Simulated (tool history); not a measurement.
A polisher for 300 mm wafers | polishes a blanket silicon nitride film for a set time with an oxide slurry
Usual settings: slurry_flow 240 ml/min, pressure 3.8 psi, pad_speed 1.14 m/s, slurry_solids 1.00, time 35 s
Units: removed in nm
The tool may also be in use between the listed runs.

run	hour	slurry_flow	pressure	pad_speed	slurry_solids	time	incoming thickness of the incoming film, nm	removed
1	0.0	240	3.8	1.14	1.00	41	309.2	30.3
2	63.2	280	3.8	1.14	1.00	35	307.3	26.2
# hour 98.2: slurry nozzle cleaned
# hour 161.6: slurry blender recalibrated
3	162.1	280	3.8	1.14	1.00	35	316.8	27.8
# hour 242.1: worn pad replaced by a new one
# hour 251.4: conditioning disc replaced and pad reconditioned
4	417.5	280	3.8	1.14	1.00	35	312.8	27.9
5	508.1	240	3.8	1.14	1.00	35	306.4	26.6
# hour 593.5: head pressure recalibrated
6	604.3	240	3.3	1.14	1.15	35	310.6	24.1
7	661.8	240	3.8	1.14	0.90	35	311.6	24.6
8	702.4	160	4.7	0.82	1.00	35	309.5	22.8
# hour 766.8: slurry nozzle cleaned
9	807.3	280	4.3	1.36	1.00	39	312.8	39.5
# hour 823.3: worn pad replaced by a new one
10	862.0	240	2.8	0.88	1.15	41	314.8	21.1
# hour 887.3: conditioning disc replaced and pad reconditioned
# hour 909.6: slurry blender recalibrated
11	918.6	240	3.8	1.14	1.00	35	305.9	27.7
12	969.5	300	3.8	1.32	1.10	35	309.9	33.0
13	1006.8	240	3.8	1.14	1.00	29	309.3	22.7
14	1087.4	240	4.4	1.14	1.10	27	311.9	24.9
15	1171.2	180	3.8	1.14	0.75	42	307.0	26.2
# hour 1423.7: worn pad replaced by a new one
# hour 1432.6: head pressure recalibrated
# hour 1435.4: slurry nozzle cleaned
16	1461.3	165	3.8	0.90	0.75	35	309.8	19.0
17	1551.0	215	4.5	1.30	0.90	35	311.2	34.3
18	1591.4	240	3.8	1.04	1.00	35	307.0	25.4
# hour 1651.6: conditioning disc replaced and pad reconditioned
# hour 1652.5: slurry blender recalibrated
19	1653.0	240	3.8	1.14	1.00	35	313.2	27.1
20	1732.3	265	3.8	1.14	1.30	41	314.1	35.1
21	1791.2	240	3.3	1.14	1.00	35	305.9	22.8
22	1856.2	280	3.8	1.50	1.00	35	306.8	33.2
23	1965.3	240	3.8	1.14	1.00	35	307.8	25.2
24	2026.7	240	3.8	1.14	1.00	35	313.3	25.0
25	2094.6	240	3.8	1.14	1.00	35	309.6	24.4

The same runs without the tool's hidden state, with the same run-to-run variation:
The hidden state here: removal rate lost through wear of the pad, %; slurry flow missing at the pad, %; deviation of the head's pressure from its setpoint, %; abrasive missing from the slurry, %; time polished since the conditioner stopped cutting, s.
run	removed
1	33.2
2	28.8
3	29.5
4	29.5
5	28.7
6	26.4
7	27.2
8	26.1
9	42.6
10	21.6
11	28.7
12	34.3
13	23.9
14	26.5
15	28.7
16	19.4
17	35.6
18	26.5
19	28.7
20	37.6
21	24.8
22	36.4
23	28.6
24	28.9
25	28.7
